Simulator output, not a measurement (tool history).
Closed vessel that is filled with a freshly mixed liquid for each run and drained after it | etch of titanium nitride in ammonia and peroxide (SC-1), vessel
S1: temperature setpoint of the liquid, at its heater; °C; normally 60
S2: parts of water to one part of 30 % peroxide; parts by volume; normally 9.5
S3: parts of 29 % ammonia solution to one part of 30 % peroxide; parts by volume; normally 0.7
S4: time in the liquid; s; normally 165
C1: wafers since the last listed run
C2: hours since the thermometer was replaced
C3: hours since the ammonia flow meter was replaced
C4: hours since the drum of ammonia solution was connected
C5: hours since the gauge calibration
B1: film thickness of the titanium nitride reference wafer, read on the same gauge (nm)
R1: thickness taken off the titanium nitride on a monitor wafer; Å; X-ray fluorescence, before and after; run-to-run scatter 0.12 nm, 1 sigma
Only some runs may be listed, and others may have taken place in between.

run 1 hour=0 | S1=60 S2=9.5 S3=0.7 S4=165 | C1=0 C2=333.6 C3=828 C4=558.5 C5=121.6 | B1=150 | R1=171.6
run 2 hour=52 | S1=60 S2=9.5 S3=0.7 S4=165 | C1=4622 C2=385.6 C3=880 C4=610.5 C5=173.6 | B1=150.02 | R1=173.5
run 3 hour=97.1 | S1=60 S2=12 S3=0.45 S4=165 | C1=4008 C2=430.7 C3=925.1 C4=655.6 C5=218.7 | B1=149.98 | R1=142.1
run 4 hour=162.6 | S1=60 S2=9.5 S3=0.7 S4=165 | C1=5822 C2=496.2 C3=990.6 C4=721.1 C5=284.2 | B1=150.01 | R1=173
run 5 hour=189.4 | S1=60 S2=9.5 S3=0.7 S4=165 | C1=2382 C2=523 C3=1017.4 C4=747.9 C5=311 | B1=150.01 | R1=174.8
run 6 hour=221 | S1=60 S2=9.5 S3=0.7 S4=165 | C1=2808 C2=554.6 C3=1049 C4=779.5 C5=342.6 | B1=150.01 | R1=171.9
run 7 hour=248.1 | S1=60 S2=9.5 S3=0.7 S4=165 | C1=2408 C2=581.7 C3=1076.1 C4=806.6 C5=369.7 | B1=149.99 | R1=173
-- hour=288.2 gauge calibrated
run 8 hour=295.9 | S1=60 S2=9.5 S3=0.7 S4=165 | C1=4248 C2=629.5 C3=1123.9 C4=854.4 C5=7.7 | B1=150.02 | R1=174.1
run 9 hour=337.2 | S1=60 S2=9.5 S3=0.7 S4=165 | C1=3671 C2=670.8 C3=1165.2 C4=895.7 C5=49 | B1=150.02 | R1=174.6
run 10 hour=397.6 | S1=60 S2=9.5 S3=0.7 S4=165 | C1=5368 C2=731.2 C3=1225.6 C4=956.1 C5=109.4 | B1=150 | R1=174.2
-- hour=419.4 ammonia flow meter replaced
run 11 hour=425.7 | S1=60 S2=9.5 S3=0.7 S4=130 | C1=2408 C2=759.3 C3=6.3 C4=984.2 C5=137.5 | B1=149.99 | R1=137.8
run 12 hour=488.7 | S1=60 S2=9.5 S3=0.7 S4=165 | C1=5599 C2=822.3 C3=69.3 C4=1047.2 C5=200.5 | B1=150 | R1=173.9
run 13 hour=516.9 | S1=60 S2=9.5 S3=0.7 S4=165 | C1=2506 C2=850.5 C3=97.5 C4=1075.4 C5=228.7 | B1=149.99 | R1=172.7
run 14 hour=557.6 | S1=60 S2=9.5 S3=0.5 S4=165 | C1=3617 C2=891.2 C3=138.2 C4=1116.1 C5=269.4 | B1=150 | R1=163.4
run 15 hour=589.9 | S1=60 S2=8 S3=1 S4=240 | C1=2871 C2=923.5 C3=170.5 C4=1148.4 C5=301.7 | B1=150.01 | R1=289.1
-- hour=593.5 thermometer replaced
run 16 hour=629.2 | S1=56.5 S2=9.5 S3=1 S4=100 | C1=3404 C2=35.7 C3=209.8 C4=1187.7 C5=341 | B1=149.98 | R1=88.3
-- hour=661.2 new drum of ammonia solution connected
run 17 hour=692.5 | S1=60 S2=5 S3=0.7 S4=165 | C1=5537 C2=99 C3=273.1 C4=31.3 C5=404.3 | B1=150.02 | R1=238.4
run 18 hour=720.2 | S1=56.5 S2=9.5 S3=1 S4=100 | C1=2462 C2=126.7 C3=300.8 C4=59 C5=432 | B1=149.97 | R1=88.7
-- hour=734.9 gauge calibrated
run 19 hour=792.1 | S1=60 S2=9.5 S3=0.7 S4=165 | C1=6391 C2=198.6 C3=372.7 C4=130.9 C5=57.2 | B1=149.97 | R1=174.8
run 20 hour=836.7 | S1=60 S2=9.5 S3=0.95 S4=115 | C1=3964 C2=243.2 C3=417.3 C4=175.5 C5=101.8 | B1=150.01 | R1=126.8

What if the next run were any one of these 3? Each begins from the tool's condition after run 20:
run A hour=837.4 | S1=60 S2=9.5 S3=0.7 S4=125 | C1=62 C2=243.9 C3=418 C4=176.2 C5=102.5 | B1=? | R1=?
run B hour=837.4 | S1=65.5 S2=9.5 S3=0.4 S4=165 | C1=62 C2=243.9 C3=418 C4=176.2 C5=102.5 | B1=? | R1=?
run C hour=837.4 | S1=60 S2=8 S3=0.7 S4=165 | C1=62 C2=243.9 C3=418 C4=176.2 C5=102.5 | B1=? | R1=?

run=A B1=149.99 R1=130.7
run=B B1=149.99 R1=223.5
run=C B1=149.99 R1=188.1
With the hidden condition removed and each run's random variation left untouched, the same runs would have given:
run=A R1=130.7
run=B R1=223.5
run=C R1=188.1
